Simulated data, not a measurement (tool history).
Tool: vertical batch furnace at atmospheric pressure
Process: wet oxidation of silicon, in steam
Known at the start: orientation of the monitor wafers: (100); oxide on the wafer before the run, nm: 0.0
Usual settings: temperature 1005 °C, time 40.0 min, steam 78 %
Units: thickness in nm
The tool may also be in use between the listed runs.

run,hour,temperature,time,steam,wafers since the last listed run,hours since the last temperature calibration,hours since the steam generator was serviced,hours since the gauge calibration,"read-back reference wafer on the same gauge, thickness",thickness
1,0.0,988,40.0,78,0,3260.0,2502.7,78.6,318.94,263.67
2,30.4,988,40.0,78,608,3290.4,2533.1,109.0,319.72,260.06
3,64.6,1005,40.0,78,685,3324.6,2567.3,143.2,319.46,304.65
4,99.9,1005,40.0,78,707,3359.9,2602.6,178.5,319.19,304.53
5,120.5,1005,40.0,78,412,3380.5,2623.2,199.1,319.49,302.29
6,142.3,1005,40.0,78,436,3402.3,2645.0,220.9,319.66,303.68
7,170.7,1005,40.0,78,568,3430.7,2673.4,249.3,318.95,302.10
8,190.3,1005,40.0,78,392,3450.3,2693.0,268.9,318.63,302.75
9,205.5,1005,40.0,74,304,3465.5,2708.2,284.1,318.95,291.81
10,228.3,1005,40.0,74,456,3488.3,2731.0,306.9,319.05,292.39
11,265.6,1005,40.0,78,747,3525.6,2768.3,344.2,319.12,302.56
12,285.3,1005,40.0,78,394,3545.3,2788.0,363.9,319.18,303.41
13,297.5,989,52.5,78,244,3557.5,2800.2,376.1,319.57,326.10
14,317.8,1005,40.0,78,406,3577.8,2820.5,396.4,318.80,302.40
15,350.8,1005,40.0,78,661,3610.8,2853.5,429.4,319.27,303.28
16,378.8,1005,40.0,78,560,3638.8,2881.5,457.4,318.95,300.86
17,392.6,1005,34.0,78,276,3652.6,2895.3,471.2,319.60,267.95
18,410.0,1005,40.0,78,348,3670.0,2912.7,488.6,319.03,302.87
19,423.4,1005,45.0,72,268,3683.4,2926.1,502.0,319.08,312.24
# hour 447.5: steam generator serviced
20,448.0,1005,53.0,68,12,3708.0,0.5,526.6,319.24,335.83
21,459.0,1005,31.0,78,220,3719.0,11.5,537.6,318.90,250.81
22,491.5,1020,33.5,85,651,3751.5,44.0,570.1,318.81,320.23
23,526.1,1012,31.0,90,693,3786.1,78.6,604.7,318.96,295.54
# hour 554.9: thermocouples replaced and temperature profile calibrated
24,555.4,1020,57.0,82,106,0.5,107.9,634.0,318.28,445.99
25,577.9,1005,40.0,78,450,23.0,130.4,656.5,319.29,304.64
# hour 587.6: gauge calibrated
26,593.8,1005,40.0,73,318,38.9,146.3,6.2,318.61,287.66
27,624.7,999,25.0,73,618,69.8,177.2,37.1,318.64,192.28
28,643.7,1005,58.5,78,380,88.8,196.2,56.1,319.10,394.63
29,671.5,1005,40.0,78,556,116.6,224.0,83.9,319.03,301.53
30,687.9,1005,40.0,78,328,133.0,240.4,100.3,318.18,306.15
31,723.0,1017,50.0,81,703,168.1,275.5,135.4,318.37,397.69
32,754.1,1005,40.0,70,622,199.2,306.6,166.5,319.48,279.82
33,778.5,1005,21.0,78,488,223.6,331.0,190.9,318.86,187.09
34,809.9,1005,40.0,78,628,255.0,362.4,222.3,319.10,302.01

What the log doesn't show, run by run:
true tube temperature minus thermocouple reading, K: 0 in every run
steam share off its setpoint, % of the setpoint: 0 in every run
gauge reads high (%): 0 in every run
